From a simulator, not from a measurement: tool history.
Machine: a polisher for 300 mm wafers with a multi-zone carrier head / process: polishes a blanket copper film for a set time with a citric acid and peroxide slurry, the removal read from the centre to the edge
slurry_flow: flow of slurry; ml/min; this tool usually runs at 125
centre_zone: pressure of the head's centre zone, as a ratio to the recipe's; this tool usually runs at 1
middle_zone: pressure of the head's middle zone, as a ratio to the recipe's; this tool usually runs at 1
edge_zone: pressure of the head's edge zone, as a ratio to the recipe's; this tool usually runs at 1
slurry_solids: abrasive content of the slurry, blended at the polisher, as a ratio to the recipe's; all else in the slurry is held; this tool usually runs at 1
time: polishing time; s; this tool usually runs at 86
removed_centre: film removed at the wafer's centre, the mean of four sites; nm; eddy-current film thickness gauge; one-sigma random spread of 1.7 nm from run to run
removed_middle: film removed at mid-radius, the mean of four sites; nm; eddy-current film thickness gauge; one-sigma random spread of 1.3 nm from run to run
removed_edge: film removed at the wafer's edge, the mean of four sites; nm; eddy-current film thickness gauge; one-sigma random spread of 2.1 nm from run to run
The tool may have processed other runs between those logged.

run	day	slurry_flow	centre_zone	middle_zone	edge_zone	slurry_solids	time	incoming thickness of the incoming film, nm	removed_centre	removed_middle	removed_edge
1	0	125	1	1	1	1	86	519.3	186.7	174.9	168.7
2	1.229	125	1	1	1	1	86	530.3	185.7	173.3	172.6
# day 4.071: worn pad replaced by a new one
3	4.175	125	1	1	1	1	86	525.7	189.4	175.2	174.3
4	5.938	125	1	1	1	1	86	517.5	187.7	173	173.7
5	7.321	125	1	1	1	1	86	520.3	189.6	173.1	170.3
# day 8.058: slurry nozzle cleaned
# day 10.079: worn pad replaced by a new one
6	10.1	125	1	1	1	1	86	514.6	190.3	173.4	168.6
7	11.438	125	1	1	1	1	86	519.8	191.7	173.3	175.7
# day 12.433: edge zone pressure recalibrated
# day 12.638: carrier head's membrane replaced by a new one
8	13.512	125	1	1	1.05	1	56	519.4	125.6	113.1	115.1
# day 15.262: worn pad replaced by a new one
9	15.283	125	1	1	1	1.15	86	524.8	200.9	178.9	177.2
10	16.212	170	1	0.96	1	1	86	523.3	206.1	179.3	182.7
# day 16.592: centre zone pressure recalibrated
11	18.425	125	1	1	1	1	86	520.1	206.4	172	174.5
# day 20.5: worn pad replaced by a new one
12	20.521	125	0.96	1	1.08	1	86	520.6	197.2	172.6	179.7
# day 21.633: centre zone pressure recalibrated, repeated, since the last time left the tool worse
13	25.412	125	1	1	1	1.15	86	523.6	186.9	178.3	179.7

The next listed run, before its measurement:
# day 26.321: worn pad replaced by a new one
14	26.471	125	1.04	1	0.88	1	86	528.6	?	?	?

removed_centre: 186.5 nm
removed_middle: 175.5 nm
removed_edge: 162.6 nm
On a tool with no hidden condition, and with the same random variation, this run would have come out at removed_centre 183.8 nm, removed_middle 175.5 nm, removed_edge 162.6 nm.
